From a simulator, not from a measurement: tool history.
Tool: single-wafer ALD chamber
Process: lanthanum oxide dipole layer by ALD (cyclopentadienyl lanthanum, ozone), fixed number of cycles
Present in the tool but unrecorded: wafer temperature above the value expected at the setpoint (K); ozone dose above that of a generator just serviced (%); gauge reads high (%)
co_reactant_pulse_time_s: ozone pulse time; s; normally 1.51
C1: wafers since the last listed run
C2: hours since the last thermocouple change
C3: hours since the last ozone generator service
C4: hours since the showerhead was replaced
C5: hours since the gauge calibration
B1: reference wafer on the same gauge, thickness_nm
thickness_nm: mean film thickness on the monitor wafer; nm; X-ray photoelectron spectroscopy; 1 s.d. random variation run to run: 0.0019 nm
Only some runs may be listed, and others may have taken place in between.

{"run": 1, "hour": 0.0, "co_reactant_pulse_time_s": 1.11, "C1": 0, "C2": 456.5, "C3": 635.6, "C4": 2015.1, "C5": 548.4, "B1": 0.477, "thickness_nm": 0.524}
{"run": 2, "hour": 97.7, "co_reactant_pulse_time_s": 1.51, "C1": 1313, "C2": 554.2, "C3": 733.3, "C4": 2112.8, "C5": 646.1, "B1": 0.476, "thickness_nm": 0.552}
{"run": 3, "hour": 193.2, "co_reactant_pulse_time_s": 1.51, "C1": 1283, "C2": 649.7, "C3": 828.8, "C4": 2208.3, "C5": 741.6, "B1": 0.476, "thickness_nm": 0.548}
{"run": 4, "hour": 261.8, "co_reactant_pulse_time_s": 1.51, "C1": 922, "C2": 718.3, "C3": 897.4, "C4": 2276.9, "C5": 810.2, "B1": 0.476, "thickness_nm": 0.553}
{"run": 5, "hour": 329.0, "co_reactant_pulse_time_s": 1.51, "C1": 903, "C2": 785.5, "C3": 964.6, "C4": 2344.1, "C5": 877.4, "B1": 0.476, "thickness_nm": 0.548}
{"run": 6, "hour": 402.6, "co_reactant_pulse_time_s": 1.31, "C1": 989, "C2": 859.1, "C3": 1038.2, "C4": 2417.7, "C5": 951.0, "B1": 0.476, "thickness_nm": 0.534}
{"run": 7, "hour": 462.3, "co_reactant_pulse_time_s": 1.51, "C1": 802, "C2": 918.8, "C3": 1097.9, "C4": 2477.4, "C5": 1010.7, "B1": 0.476, "thickness_nm": 0.545}
{"run": 8, "hour": 538.3, "co_reactant_pulse_time_s": 1.51, "C1": 1021, "C2": 994.8, "C3": 1173.9, "C4": 2553.4, "C5": 1086.7, "B1": 0.476, "thickness_nm": 0.546}
{"run": 9, "hour": 613.6, "co_reactant_pulse_time_s": 1.51, "C1": 1012, "C2": 1070.1, "C3": 1249.2, "C4": 2628.7, "C5": 1162.0, "B1": 0.476, "thickness_nm": 0.545}
{"run": 10, "hour": 702.4, "co_reactant_pulse_time_s": 1.7, "C1": 1193, "C2": 1158.9, "C3": 1338.0, "C4": 2717.5, "C5": 1250.8, "B1": 0.476, "thickness_nm": 0.554}
{"hour": 947.8, "done": "gauge calibrated"}
{"run": 11, "hour": 1007.4, "co_reactant_pulse_time_s": 1.51, "C1": 4100, "C2": 1463.9, "C3": 1643.0, "C4": 3022.5, "C5": 59.6, "B1": 0.477, "thickness_nm": 0.54}
{"run": 12, "hour": 1096.4, "co_reactant_pulse_time_s": 1.87, "C1": 1196, "C2": 1552.9, "C3": 1732.0, "C4": 3111.5, "C5": 148.6, "B1": 0.477, "thickness_nm": 0.557}
{"run": 13, "hour": 1145.2, "co_reactant_pulse_time_s": 1.22, "C1": 656, "C2": 1601.7, "C3": 1780.8, "C4": 3160.3, "C5": 197.4, "B1": 0.476, "thickness_nm": 0.516}
{"run": 14, "hour": 1182.3, "co_reactant_pulse_time_s": 1.92, "C1": 498, "C2": 1638.8, "C3": 1817.9, "C4": 3197.4, "C5": 234.5, "B1": 0.476, "thickness_nm": 0.558}
{"run": 15, "hour": 1259.3, "co_reactant_pulse_time_s": 1.94, "C1": 1035, "C2": 1715.8, "C3": 1894.9, "C4": 3274.4, "C5": 311.5, "B1": 0.476, "thickness_nm": 0.557}
{"hour": 1269.9, "done": "ozone generator serviced"}
{"run": 16, "hour": 1305.0, "co_reactant_pulse_time_s": 1.29, "C1": 506, "C2": 1761.5, "C3": 35.1, "C4": 3320.1, "C5": 357.2, "B1": 0.476, "thickness_nm": 0.545}
{"run": 17, "hour": 1371.8, "co_reactant_pulse_time_s": 1.13, "C1": 898, "C2": 1828.3, "C3": 101.9, "C4": 3386.9, "C5": 424.0, "B1": 0.477, "thickness_nm": 0.526}
{"run": 18, "hour": 1433.3, "co_reactant_pulse_time_s": 1.73, "C1": 826, "C2": 1889.8, "C3": 163.4, "C4": 3448.4, "C5": 485.5, "B1": 0.476, "thickness_nm": 0.562}
{"run": 19, "hour": 1484.5, "co_reactant_pulse_time_s": 1.51, "C1": 688, "C2": 1941.0, "C3": 214.6, "C4": 3499.6, "C5": 536.7, "B1": 0.476, "thickness_nm": 0.554}
{"hour": 1594.7, "done": "showerhead replaced"}
{"run": 20, "hour": 1710.2, "co_reactant_pulse_time_s": 2.03, "C1": 2926, "C2": 2166.7, "C3": 440.3, "C4": 115.5, "C5": 762.4, "B1": 0.477, "thickness_nm": 0.571}
{"run": 21, "hour": 1779.9, "co_reactant_pulse_time_s": 1.51, "C1": 937, "C2": 2236.4, "C3": 510.0, "C4": 185.2, "C5": 832.1, "B1": 0.476, "thickness_nm": 0.556}
{"hour": 1816.9, "done": "thermocouple changed; heater temperature recalibrated"}
{"run": 22, "hour": 1836.6, "co_reactant_pulse_time_s": 1.12, "C1": 654, "C2": 19.7, "C3": 566.7, "C4": 241.9, "C5": 888.8, "B1": 0.475, "thickness_nm": 0.527}
{"run": 23, "hour": 1907.6, "co_reactant_pulse_time_s": 1.11, "C1": 954, "C2": 90.7, "C3": 637.7, "C4": 312.9, "C5": 959.8, "B1": 0.476, "thickness_nm": 0.525}
{"run": 24, "hour": 1963.2, "co_reactant_pulse_time_s": 1.68, "C1": 747, "C2": 146.3, "C3": 693.3, "C4": 368.5, "C5": 1015.4, "B1": 0.476, "thickness_nm": 0.559}
{"run": 25, "hour": 2028.5, "co_reactant_pulse_time_s": 1.51, "C1": 877, "C2": 211.6, "C3": 758.6, "C4": 433.8, "C5": 1080.7, "B1": 0.476, "thickness_nm": 0.551}
{"run": 26, "hour": 2347.5, "co_reactant_pulse_time_s": 1.98, "C1": 4288, "C2": 530.6, "C3": 1077.6, "C4": 752.8, "C5": 1399.7, "B1": 0.476, "thickness_nm": 0.57}
{"hour": 2437.3, "done": "gauge calibrated"}
{"run": 27, "hour": 2574.5, "co_reactant_pulse_time_s": 1.51, "C1": 3051, "C2": 757.6, "C3": 1304.6, "C4": 979.8, "C5": 137.2, "B1": 0.476, "thickness_nm": 0.544}

Predict each of these 4 candidate next runs independently; none follows another, all start after run 27:
{"run": "A", "hour": 2574.9, "co_reactant_pulse_time_s": 1.97, "C1": 5, "C2": 758.0, "C3": 1305.0, "C4": 980.2, "C5": 137.6, "B1": "?", "thickness_nm": "?"}
{"run": "B", "hour": 2574.9, "co_reactant_pulse_time_s": 0.96, "C1": 5, "C2": 758.0, "C3": 1305.0, "C4": 980.2, "C5": 137.6, "B1": "?", "thickness_nm": "?"}
{"run": "C", "hour": 2574.9, "co_reactant_pulse_time_s": 1.69, "C1": 5, "C2": 758.0, "C3": 1305.0, "C4": 980.2, "C5": 137.6, "B1": "?", "thickness_nm": "?"}
{"run": "D", "hour": 2574.9, "co_reactant_pulse_time_s": 1.26, "C1": 5, "C2": 758.0, "C3": 1305.0, "C4": 980.2, "C5": 137.6, "B1": "?", "thickness_nm": "?"}

run=A B1=0.476 thickness_nm=0.566
run=B B1=0.476 thickness_nm=0.496
run=C B1=0.476 thickness_nm=0.556
run=D B1=0.476 thickness_nm=0.529
What these runs would have given with no unlogged condition in the tool:
run=A thickness_nm=0.572
run=B thickness_nm=0.512
run=C thickness_nm=0.564
run=D thickness_nm=0.541
